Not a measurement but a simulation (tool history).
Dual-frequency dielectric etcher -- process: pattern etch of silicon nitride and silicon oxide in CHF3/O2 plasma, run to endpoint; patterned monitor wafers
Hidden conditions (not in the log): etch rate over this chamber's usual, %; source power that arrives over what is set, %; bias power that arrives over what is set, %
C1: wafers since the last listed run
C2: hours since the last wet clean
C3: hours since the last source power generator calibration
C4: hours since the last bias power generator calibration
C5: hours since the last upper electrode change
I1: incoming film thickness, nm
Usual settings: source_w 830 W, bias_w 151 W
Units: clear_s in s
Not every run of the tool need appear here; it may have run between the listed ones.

run 1 hour=0 | source_w=830 bias_w=151 | C1=0 C2=290.2 C3=2791.9 C4=1476.8 C5=5033.7 | I1=241.3 | clear_s=160
run 2 hour=17.5 | source_w=830 bias_w=178 | C1=108 C2=307.7 C3=2809.4 C4=1494.3 C5=5051.2 | I1=241.3 | clear_s=154.5
run 3 hour=29.3 | source_w=830 bias_w=178 | C1=72 C2=319.5 C3=2821.2 C4=1506.1 C5=5063 | I1=240.7 | clear_s=154.2
run 4 hour=44.7 | source_w=830 bias_w=178 | C1=95 C2=334.9 C3=2836.6 C4=1521.5 C5=5078.4 | I1=240.8 | clear_s=152.6
run 5 hour=57.8 | source_w=830 bias_w=151 | C1=80 C2=348 C3=2849.7 C4=1534.6 C5=5091.5 | I1=241.2 | clear_s=163.1
run 6 hour=71.3 | source_w=830 bias_w=151 | C1=83 C2=361.5 C3=2863.2 C4=1548.1 C5=5105 | I1=238.5 | clear_s=160.3
run 7 hour=86 | source_w=830 bias_w=151 | C1=90 C2=376.2 C3=2877.9 C4=1562.8 C5=5119.7 | I1=239.2 | clear_s=159.8
run 8 hour=101.8 | source_w=880 bias_w=151 | C1=97 C2=392 C3=2893.7 C4=1578.6 C5=5135.5 | I1=240.9 | clear_s=159
run 9 hour=154.4 | source_w=880 bias_w=151 | C1=325 C2=444.6 C3=2946.3 C4=1631.2 C5=5188.1 | I1=239.5 | clear_s=159.2
run 10 hour=164.9 | source_w=910 bias_w=121 | C1=64 C2=455.1 C3=2956.8 C4=1641.7 C5=5198.6 | I1=243.6 | clear_s=168.6
run 11 hour=182.6 | source_w=910 bias_w=121 | C1=109 C2=472.8 C3=2974.5 C4=1659.4 C5=5216.3 | I1=244 | clear_s=168.5
run 12 hour=216.8 | source_w=830 bias_w=134 | C1=211 C2=507 C3=3008.7 C4=1693.6 C5=5250.5 | I1=238.6 | clear_s=167.9
run 13 hour=223 | source_w=830 bias_w=134 | C1=38 C2=513.2 C3=3014.9 C4=1699.8 C5=5256.7 | I1=240.5 | clear_s=169.1
-- hour=228.4 bias power generator calibrated
-- hour=231.8 source power generator calibrated
-- hour=263.4 wet clean of the chamber
run 14 hour=263.9 | source_w=720 bias_w=151 | C1=58 C2=0.5 C3=32.1 C4=35.5 C5=5297.6 | I1=241.7 | clear_s=162.2
run 15 hour=269.1 | source_w=720 bias_w=151 | C1=32 C2=5.7 C3=37.3 C4=40.7 C5=5302.8 | I1=239.7 | clear_s=161.7
-- hour=304.6 upper electrode replaced, of another model than before
run 16 hour=305.1 | source_w=720 bias_w=151 | C1=74 C2=41.7 C3=73.3 C4=76.7 C5=0.5 | I1=242.2 | clear_s=161.7
run 17 hour=305.5 | source_w=830 bias_w=143 | C1=2 C2=42.1 C3=73.7 C4=77.1 C5=0.9 | I1=239.4 | clear_s=158.8
run 18 hour=313.5 | source_w=830 bias_w=143 | C1=49 C2=50.1 C3=81.7 C4=85.1 C5=8.9 | I1=238.3 | clear_s=159.2
run 19 hour=321 | source_w=770 bias_w=183 | C1=46 C2=57.6 C3=89.2 C4=92.6 C5=16.4 | I1=241.5 | clear_s=146
run 20 hour=330.8 | source_w=830 bias_w=151 | C1=60 C2=67.4 C3=99 C4=102.4 C5=26.2 | I1=240.2 | clear_s=153.5
run 21 hour=342.2 | source_w=830 bias_w=188 | C1=70 C2=78.8 C3=110.4 C4=113.8 C5=37.6 | I1=238.1 | clear_s=141.8
run 22 hour=357.8 | source_w=690 bias_w=151 | C1=96 C2=94.4 C3=126 C4=129.4 C5=53.2 | I1=240.7 | clear_s=163.1

What does the tool deliver on the next run?
run 23 hour=365.9 | source_w=830 bias_w=151 | C1=50 C2=102.5 C3=134.1 C4=137.5 C5=61.3 | I1=243.3 | clear_s=?

Run 23 measured clear_s 158.1 s.
Without the tool's hidden state the same run would have given clear_s 155.4 s.
